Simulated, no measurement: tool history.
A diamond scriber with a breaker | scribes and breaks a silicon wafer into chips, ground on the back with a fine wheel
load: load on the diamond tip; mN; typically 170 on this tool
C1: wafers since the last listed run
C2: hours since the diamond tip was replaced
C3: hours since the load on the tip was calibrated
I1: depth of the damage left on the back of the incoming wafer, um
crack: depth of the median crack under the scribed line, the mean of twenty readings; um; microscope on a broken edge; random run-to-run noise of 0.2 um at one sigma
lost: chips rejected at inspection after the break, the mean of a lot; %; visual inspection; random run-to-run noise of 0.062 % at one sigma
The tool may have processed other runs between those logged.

run 1 day=0 | load=196 | C1=0 C2=368.8 C3=212.3 | I1=1.83 | crack=14.49 lost=1.79
run 2 day=3.129 | load=193 | C1=271 C2=443.9 C3=287.4 | I1=1.7 | crack=14.34 lost=1.51
run 3 day=5.633 | load=193 | C1=217 C2=504 C3=347.5 | I1=1.55 | crack=13.78 lost=1.55
run 4 day=8.304 | load=145 | C1=231 C2=568.1 C3=411.6 | I1=2.18 | crack=11.64 lost=15.2
-- day=11.867 diamond tip replaced by a new one
run 5 day=12.467 | load=145 | C1=354 C2=14.4 C3=511.5 | I1=2.87 | crack=12.32 lost=11.01
run 6 day=16.408 | load=170 | C1=342 C2=109 C3=606.1 | I1=2.81 | crack=13.18 lost=4.65
run 7 day=17.938 | load=170 | C1=132 C2=145.7 C3=642.8 | I1=2.25 | crack=13.15 lost=4.57
run 8 day=19.542 | load=170 | C1=139 C2=184.2 C3=681.3 | I1=2.65 | crack=13.4 lost=5.3
run 9 day=22.442 | load=170 | C1=251 C2=253.8 C3=750.9 | I1=2.31 | crack=12.69 lost=6.47
run 10 day=31.088 | load=198 | C1=750 C2=461.3 C3=958.4 | I1=2.49 | crack=13.56 lost=3.78
-- day=32.388 load on the tip recalibrated
run 11 day=34.271 | load=198 | C1=269 C2=537.7 C3=45.2 | I1=2.63 | crack=14.6 lost=2.1
run 12 day=37.379 | load=198 | C1=269 C2=612.3 C3=119.8 | I1=1.98 | crack=14.7 lost=1.59
run 13 day=40.021 | load=170 | C1=229 C2=675.7 C3=183.2 | I1=2.44 | crack=12.98 lost=5.32
run 14 day=41.667 | load=170 | C1=142 C2=715.2 C3=222.7 | I1=2.28 | crack=13.17 lost=5.66
-- day=43.871 diamond tip replaced by a new one
run 15 day=44.358 | load=170 | C1=226 C2=11.7 C3=287.3 | I1=2.5 | crack=13.84 lost=2.16
run 16 day=47.3 | load=170 | C1=255 C2=82.3 C3=357.9 | I1=2.38 | crack=13.76 lost=2.58
run 17 day=51.671 | load=170 | C1=379 C2=187.2 C3=462.8 | I1=2.11 | crack=13.6 lost=3.6
run 18 day=56.333 | load=170 | C1=404 C2=299.1 C3=574.7 | I1=2.77 | crack=13.19 lost=5.19
run 19 day=59.421 | load=152 | C1=267 C2=373.2 C3=648.8 | I1=2.31 | crack=11.98 lost=13.5
-- day=69.15 load on the tip recalibrated
-- day=70.367 diamond tip replaced by a new one
run 20 day=72.892 | load=152 | C1=1154 C2=60.6 C3=89.8 | I1=2.77 | crack=13.52 lost=4.46
run 21 day=77.083 | load=121 | C1=363 C2=161.2 C3=190.4 | I1=1.77 | crack=11.29 lost=19.76
run 22 day=80.35 | load=170 | C1=283 C2=239.6 C3=268.8 | I1=2.03 | crack=13.82 lost=2.65
run 23 day=84.267 | load=148 | C1=339 C2=333.6 C3=362.8 | I1=1.55 | crack=12.1 lost=9.61
run 24 day=85.917 | load=199 | C1=143 C2=373.2 C3=402.4 | I1=1.93 | crack=14.72 lost=1.68
run 25 day=87.688 | load=125 | C1=153 C2=415.7 C3=444.9 | I1=2.38 | crack=10.8 lost=25.96
run 26 day=91.921 | load=199 | C1=367 C2=517.3 C3=546.5 | I1=1.65 | crack=14.23 lost=1.6
run 27 day=94.454 | load=120 | C1=219 C2=578.1 C3=607.3 | I1=1.73 | crack=10.26 lost=34.02
run 28 day=96.567 | load=133 | C1=183 C2=628.8 C3=658 | I1=2.96 | crack=10.92 lost=27.94
run 29 day=99.058 | load=153 | C1=216 C2=688.6 C3=717.8 | I1=1.92 | crack=11.7 lost=17.1
-- day=101.479 diamond tip replaced by a new one
-- day=101.812 load on the tip recalibrated
run 30 day=102.412 | load=195 | C1=276 C2=22.4 C3=14.4 | I1=2.45 | crack=15.91 lost=4.33
run 31 day=106.529 | load=119 | C1=357 C2=121.2 C3=113.2 | I1=1.67 | crack=11.33 lost=18.33
run 32 day=110.938 | load=136 | C1=382 C2=227 C3=219 | I1=2.77 | crack=12.19 lost=11.73
run 33 day=113.45 | load=146 | C1=218 C2=287.3 C3=279.3 | I1=2.59 | crack=12.45 lost=8.92
run 34 day=115.217 | load=170 | C1=153 C2=329.7 C3=321.7 | I1=1.67 | crack=13.57 lost=2.67
run 35 day=117.946 | load=128 | C1=236 C2=395.2 C3=387.2 | I1=2.34 | crack=11.49 lost=20.17
run 36 day=121.396 | load=170 | C1=299 C2=478 C3=470 | I1=2.33 | crack=13.48 lost=4.65
run 37 day=124.488 | load=211 | C1=268 C2=552.2 C3=544.2 | I1=2.01 | crack=14.9 lost=1.82
run 38 day=128.362 | load=219 | C1=336 C2=645.2 C3=637.2 | I1=1.92 | crack=15.02 lost=1.97
-- day=129.929 diamond tip replaced by a new one
run 39 day=132.662 | load=127 | C1=365 C2=65.6 C3=740.4 | I1=2.61 | crack=11.34 lost=21.07
run 40 day=135.742 | load=170 | C1=267 C2=139.5 C3=814.3 | I1=2.03 | crack=13.17 lost=4.78
run 41 day=140.229 | load=170 | C1=389 C2=247.2 C3=922 | I1=2.56 | crack=12.77 lost=6.57

Below are 4 alternative next runs, each starting from the tool's condition after run 41. Predict each:
run A day=140.254 | load=122 | C1=2 C2=247.8 C3=922.6 | I1=2.78 | crack=? lost=?
run B day=140.254 | load=204 | C1=2 C2=247.8 C3=922.6 | I1=2.78 | crack=? lost=?
run C day=140.254 | load=201 | C1=2 C2=247.8 C3=922.6 | I1=2.78 | crack=? lost=?
run D day=140.254 | load=189 | C1=2 C2=247.8 C3=922.6 | I1=2.78 | crack=? lost=?

run=A crack=10.56 lost=29.95
run=B crack=14.38 lost=1.85
run=C crack=14.25 lost=1.91
run=D crack=13.72 lost=2.77
With no hidden state in the tool, these same runs would have given:
run=A crack=11.84 lost=14.45
run=B crack=16.12 lost=5.77
run=C crack=15.98 lost=5.15
run=D crack=15.39 lost=3.13

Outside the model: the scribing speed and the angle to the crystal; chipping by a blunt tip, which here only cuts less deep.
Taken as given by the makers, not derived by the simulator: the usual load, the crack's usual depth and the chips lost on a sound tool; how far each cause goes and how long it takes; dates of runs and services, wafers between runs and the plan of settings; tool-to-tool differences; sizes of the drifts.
